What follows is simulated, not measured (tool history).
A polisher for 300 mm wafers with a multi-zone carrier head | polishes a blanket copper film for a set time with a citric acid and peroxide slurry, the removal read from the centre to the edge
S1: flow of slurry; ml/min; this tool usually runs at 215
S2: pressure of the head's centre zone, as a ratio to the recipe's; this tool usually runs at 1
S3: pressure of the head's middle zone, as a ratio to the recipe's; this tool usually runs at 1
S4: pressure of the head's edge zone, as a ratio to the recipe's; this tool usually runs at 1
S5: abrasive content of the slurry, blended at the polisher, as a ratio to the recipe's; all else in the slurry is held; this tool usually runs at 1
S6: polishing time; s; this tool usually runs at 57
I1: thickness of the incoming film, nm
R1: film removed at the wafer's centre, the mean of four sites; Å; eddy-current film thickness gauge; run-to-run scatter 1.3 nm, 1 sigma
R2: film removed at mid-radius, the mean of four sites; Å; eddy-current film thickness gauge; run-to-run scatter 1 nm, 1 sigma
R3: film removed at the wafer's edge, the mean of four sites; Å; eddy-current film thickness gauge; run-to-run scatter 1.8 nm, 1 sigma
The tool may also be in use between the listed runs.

Run 1, hour 0: usual settings but S1 185 ml/min, S4 0.9; I1 810.9. Result: R1 1474 Å, R2 1433 Å, R3 1409 Å.
At hour 16.5: slurry nozzle cleaned.
At hour 20.3: worn pad replaced by a new one.
Run 2, hour 55.2: usual settings but S1 170 ml/min, S3 1.05, S4 0.96, S6 44 s; I1 821.7. Result: R1 1126 Å, R2 1130 Å, R3 1121 Å.
Run 3, hour 78.1: usual settings but S3 0.89, S4 0.97; I1 834.5. Result: R1 1530 Å, R2 1324 Å, R3 1466 Å.
Run 4, hour 103.9: usual settings but S2 1.08, S6 74 s; I1 813. Result: R1 2089 Å, R2 1868 Å, R3 1938 Å.
Run 5, hour 119.9: usual settings but S4 0.95, S6 67 s; I1 817.2. Result: R1 1754 Å, R2 1695 Å, R3 1734 Å.
Run 6, hour 136.6: usual settings but S2 0.88; I1 806.4. Result: R1 1334 Å, R2 1458 Å, R3 1450 Å.
Run 7, hour 153.4: usual settings but S2 0.94, S3 1.08, S4 0.88; I1 820.4. Result: R1 1430 Å, R2 1532 Å, R3 1397 Å.
Run 8, hour 167.8: usual settings but S1 160 ml/min, S4 0.89; I1 826.7. Result: R1 1462 Å, R2 1410 Å, R3 1416 Å.
Run 9, hour 189.9: usual settings but S4 1.04; I1 806.4. Result: R1 1494 Å, R2 1449 Å, R3 1477 Å.
Run 10, hour 209.3: usual settings; I1 828.8. Result: R1 1494 Å, R2 1435 Å, R3 1483 Å.
Run 11, hour 235.7: usual settings but S1 275 ml/min, S2 0.91, S4 0.88, S6 43 s; I1 813.9. Result: R1 1048 Å, R2 1124 Å, R3 1065 Å.
At hour 248: worn pad replaced by a new one.
Run 12, hour 263.7: usual settings; I1 812.6. Result: R1 1494 Å, R2 1446 Å, R3 1467 Å.
Run 13, hour 283: usual settings; I1 823.6. Result: R1 1497 Å, R2 1440 Å, R3 1485 Å.
Run 14, hour 306.1: usual settings but S1 170 ml/min; I1 816.3. Result: R1 1451 Å, R2 1406 Å, R3 1427 Å.
Run 15, hour 338.8: usual settings but S3 0.88, S4 0.88, S5 1.2, S6 62 s; I1 815.6. Result: R1 1695 Å, R2 1475 Å, R3 1607 Å.
Run 16, hour 363.8: usual settings; I1 825.1. Result: R1 1504 Å, R2 1440 Å, R3 1456 Å.
Run 17, hour 396.5: usual settings but S3 1.04, S4 0.96, S5 1.2, S6 70 s; I1 811.4. Result: R1 1915 Å, R2 1928 Å, R3 1854 Å.
Run 18, hour 421.7: usual settings but S3 0.88, S6 72 s; I1 833.1. Result: R1 1868 Å, R2 1636 Å, R3 1865 Å.
Run 19, hour 457.7: usual settings; I1 819.2. Result: R1 1455 Å, R2 1471 Å, R3 1451 Å.
At hour 489.9: worn pad replaced by a new one.
Run 20, hour 490.4: usual settings but S6 71 s; I1 815.3. Result: R1 1841 Å, R2 1811 Å, R3 1849 Å.
Run 21, hour 522.7: usual settings but S2 0.94, S3 0.96, S4 1.11, S5 1.2; I1 813.7. Result: R1 1437 Å, R2 1446 Å, R3 1616 Å.
Run 22, hour 552.8: usual settings; I1 828.6. Result: R1 1452 Å, R2 1450 Å, R3 1480 Å.
Run 23, hour 565.3: usual settings but S2 0.96; I1 821.7. Result: R1 1415 Å, R2 1433 Å, R3 1471 Å.

Below are 3 alternative next runs, each starting from the tool's condition after run 23. Predict each:
Run A, hour 565.7: usual settings; I1 822.4. Result: R1 ?, R2 ?, R3 ?.
Run B, hour 565.7: usual settings but S2 1.04, S3 0.95, S4 1.12; I1 822.4. Result: R1 ?, R2 ?, R3 ?.
Run C, hour 565.7: usual settings but S2 1.07, S3 0.96, S5 0.85; I1 822.4. Result: R1 ?, R2 ?, R3 ?.

run    R1    R2    R3
  A  1446  1459  1427
  B  1504  1397  1499
  C  1483  1351  1369
With no hidden state in the tool, these same runs would have given:
run    R1    R2    R3
  A  1498  1459  1427
  B  1557  1397  1499
  C  1536  1350  1369
